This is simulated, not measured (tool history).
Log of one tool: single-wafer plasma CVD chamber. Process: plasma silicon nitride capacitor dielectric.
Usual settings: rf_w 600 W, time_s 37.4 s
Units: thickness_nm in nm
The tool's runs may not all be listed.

| run | day | rf_w | time_s | wafers since the last listed run | hours since the last RF generator calibration | hours since the showerhead was replaced | hours since the gauge calibration | read-back reference wafer on the same gauge, thickness_nm | thickness_nm |
|---|---|---|---|---|---|---|---|---|---|
| 1 | 0.000 | 555 | 37.4 | 0 | 861.9 | 6012.4 | 356.9 | 49.774 | 58.642 |
| 2 | 0.350 | 555 | 37.4 | 98 | 870.3 | 6020.8 | 365.3 | 49.811 | 58.652 |
| 3 | 0.921 | 555 | 37.4 | 159 | 884.0 | 6034.5 | 379.0 | 49.815 | 58.524 |
| 4 | 1.525 | 600 | 37.4 | 169 | 898.5 | 6049.0 | 393.5 | 49.789 | 59.773 |
| 5 | 1.862 | 600 | 42.2 | 94 | 906.6 | 6057.1 | 401.6 | 49.793 | 67.301 |
| 6 | 2.154 | 600 | 37.4 | 81 | 913.6 | 6064.1 | 408.6 | 49.785 | 59.864 |
| 7 | 2.538 | 600 | 37.4 | 107 | 922.8 | 6073.3 | 417.8 | 49.804 | 59.926 |
| 8 | 3.954 | 600 | 41.0 | 397 | 956.8 | 6107.3 | 451.8 | 49.793 | 65.246 |
| 9 | 4.450 | 600 | 41.0 | 138 | 968.7 | 6119.2 | 463.7 | 49.790 | 65.534 |
| 10 | 4.938 | 600 | 41.0 | 136 | 980.4 | 6130.9 | 475.4 | 49.793 | 65.302 |
|  | 5.250 | gauge calibrated |
| 11 | 5.250 | 600 | 42.6 | 87 | 987.9 | 6138.4 | 0.0 | 49.799 | 67.840 |
| 12 | 5.525 | 600 | 42.6 | 77 | 994.5 | 6145.0 | 6.6 | 49.816 | 67.943 |
| 13 | 6.025 | 600 | 37.4 | 140 | 1006.5 | 6157.0 | 18.6 | 49.789 | 59.539 |
|  | 6.750 | RF generator calibrated |
|  | 7.212 | showerhead replaced |
| 14 | 7.304 | 600 | 37.4 | 171 | 13.3 | 2.2 | 49.3 | 49.789 | 61.029 |
| 15 | 7.625 | 600 | 37.4 | 89 | 21.0 | 9.9 | 57.0 | 49.780 | 60.903 |
| 16 | 8.242 | 600 | 37.4 | 172 | 35.8 | 24.7 | 71.8 | 49.823 | 60.837 |
| 17 | 8.708 | 600 | 37.4 | 130 | 47.0 | 35.9 | 83.0 | 49.786 | 60.978 |
| 18 | 9.162 | 705 | 44.4 | 127 | 57.9 | 46.8 | 93.9 | 49.779 | 75.276 |
| 19 | 9.862 | 600 | 32.0 | 196 | 74.7 | 63.6 | 110.7 | 49.796 | 52.044 |
| 20 | 10.212 | 600 | 37.4 | 98 | 83.1 | 72.0 | 119.1 | 49.785 | 61.020 |
| 21 | 10.500 | 685 | 32.3 | 80 | 90.0 | 78.9 | 126.0 | 49.808 | 54.692 |
| 22 | 10.975 | 600 | 37.4 | 133 | 101.4 | 90.3 | 137.4 | 49.804 | 60.748 |
| 23 | 11.542 | 530 | 32.8 | 158 | 115.0 | 103.9 | 151.0 | 49.793 | 51.909 |
| 24 | 12.092 | 550 | 42.1 | 154 | 128.2 | 117.1 | 164.2 | 49.805 | 66.933 |
| 25 | 12.688 | 640 | 31.9 | 166 | 142.5 | 131.4 | 178.5 | 49.792 | 52.789 |
| 26 | 13.300 | 675 | 37.4 | 171 | 157.2 | 146.1 | 193.2 | 49.811 | 62.759 |
| 27 | 13.683 | 715 | 44.8 | 107 | 166.4 | 155.3 | 202.4 | 49.808 | 76.364 |
| 28 | 14.171 | 560 | 42.0 | 136 | 178.1 | 167.0 | 214.1 | 49.806 | 67.146 |
| 29 | 14.750 | 600 | 37.4 | 162 | 192.0 | 180.9 | 228.0 | 49.803 | 60.789 |
| 30 | 15.012 | 660 | 31.7 | 73 | 198.3 | 187.2 | 234.3 | 49.799 | 52.945 |

The same runs without the tool's hidden state, with the same run-to-run variation:
The hidden state here: delivered RF power above the setpoint (%); gauge reads high (%).
| run | thickness_nm |
|---|---|
| 1 | 59.725 |
| 2 | 59.756 |
| 3 | 59.662 |
| 4 | 60.974 |
| 5 | 68.678 |
| 6 | 61.109 |
| 7 | 61.198 |
| 8 | 66.737 |
| 9 | 67.070 |
| 10 | 66.871 |
| 11 | 69.495 |
| 12 | 69.624 |
| 13 | 61.050 |
| 14 | 61.134 |
| 15 | 61.008 |
| 16 | 60.944 |
| 17 | 61.086 |
| 18 | 75.411 |
| 19 | 52.140 |
| 20 | 61.135 |
| 21 | 54.796 |
| 22 | 60.867 |
| 23 | 52.015 |
| 24 | 67.073 |
| 25 | 52.905 |
| 26 | 62.904 |
| 27 | 76.544 |
| 28 | 67.312 |
| 29 | 60.946 |
| 30 | 53.085 |
